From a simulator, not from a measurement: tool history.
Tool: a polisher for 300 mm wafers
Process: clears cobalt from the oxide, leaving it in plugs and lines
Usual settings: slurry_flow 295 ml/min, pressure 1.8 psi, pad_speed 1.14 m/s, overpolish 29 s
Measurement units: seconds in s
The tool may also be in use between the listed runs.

run,hour,slurry_flow,pressure,pad_speed,overpolish,"incoming thickness of the incoming film, nm",seconds
1,0,295,1.8,1.14,29,260.8,61.1
2,18.8,295,1.8,1.14,29,262,64.6
3,39.2,295,1.8,1.14,29,255.1,62
# hour 46.6: head pressure recalibrated
4,54.7,295,1.8,1.14,29,261.8,62
5,79.9,295,1.8,1.14,29,261.1,63.7
6,134.6,295,1.8,1.14,29,259.6,60
# hour 158.7: worn pad replaced by a new one
7,159.2,295,1.8,1.14,16,256.1,62.5
8,252.9,295,1.8,1.14,16,256.2,62.7
9,280.1,295,1.8,1.14,16,259.9,61.8
10,293.8,295,1.8,1.14,23,257.2,64.1
11,317.3,380,1.8,1.14,29,259.4,60.1
12,341,380,1.8,1.14,29,260,60.9
13,373.3,295,1.8,1.14,20,262,63.1
14,398,295,1.4,0.92,35,261.8,101
15,422,225,2,1.14,41,263.1,58.9
# hour 431.1: worn pad replaced by a new one
16,457.9,295,2,1.14,20,263.4,57.8
# hour 461.9: slurry nozzle cleaned
17,478.8,390,2.3,1.3,29,257.4,41.5
18,493.2,345,1.8,0.84,18,257.2,82.9
19,518.7,295,1.4,1.28,29,261.2,71.1
20,539.1,295,2.1,0.94,29,257.7,63.1
# hour 554.6: head pressure recalibrated
21,555.1,370,1.8,1.02,35,261.7,69.8
22,570,295,1.8,1.14,29,259.5,63
23,603,295,1.8,1.14,29,263.9,62.6
24,622.4,255,2.3,0.8,44,257.7,70.8
25,654.4,295,1.8,1.14,29,259,63.2
26,672.3,295,1.8,1.14,33,259.5,62.4
27,694.3,295,2.3,1.14,35,257.4,49.1
# hour 701.6: worn pad replaced by a new one
28,711.9,295,1.8,1.14,29,255.8,61.8
29,732.1,295,1.8,1.14,29,258.6,63.9
30,834.7,380,1.5,0.92,29,264.9,91.9
31,847.6,225,1.3,1.14,19,265.9,91.5
32,872.7,395,1.8,1.14,29,262.2,62.8
33,899.7,380,1.3,1.52,45,263.1,64.3
34,920.4,295,2,1.14,29,260.2,56.7
# hour 943.3: worn pad replaced by a new one
35,943.8,295,2,1.14,17,261.7,56.4

Predict each of these 4 candidate next runs independently; none follows another, all start after run 35:
A,944.2,220,1.8,1.14,29,260.2,?
B,944.2,295,1.8,1.42,29,260.2,?
C,944.2,255,1.8,1.14,29,260.2,?
D,944.2,355,2.1,1.14,43,260.2,?

run,seconds
A,64.7
B,50.4
C,63.6
D,53
With no hidden state in the tool, these same runs would have given:
run,seconds
A,64.7
B,50.4
C,63.6
D,53
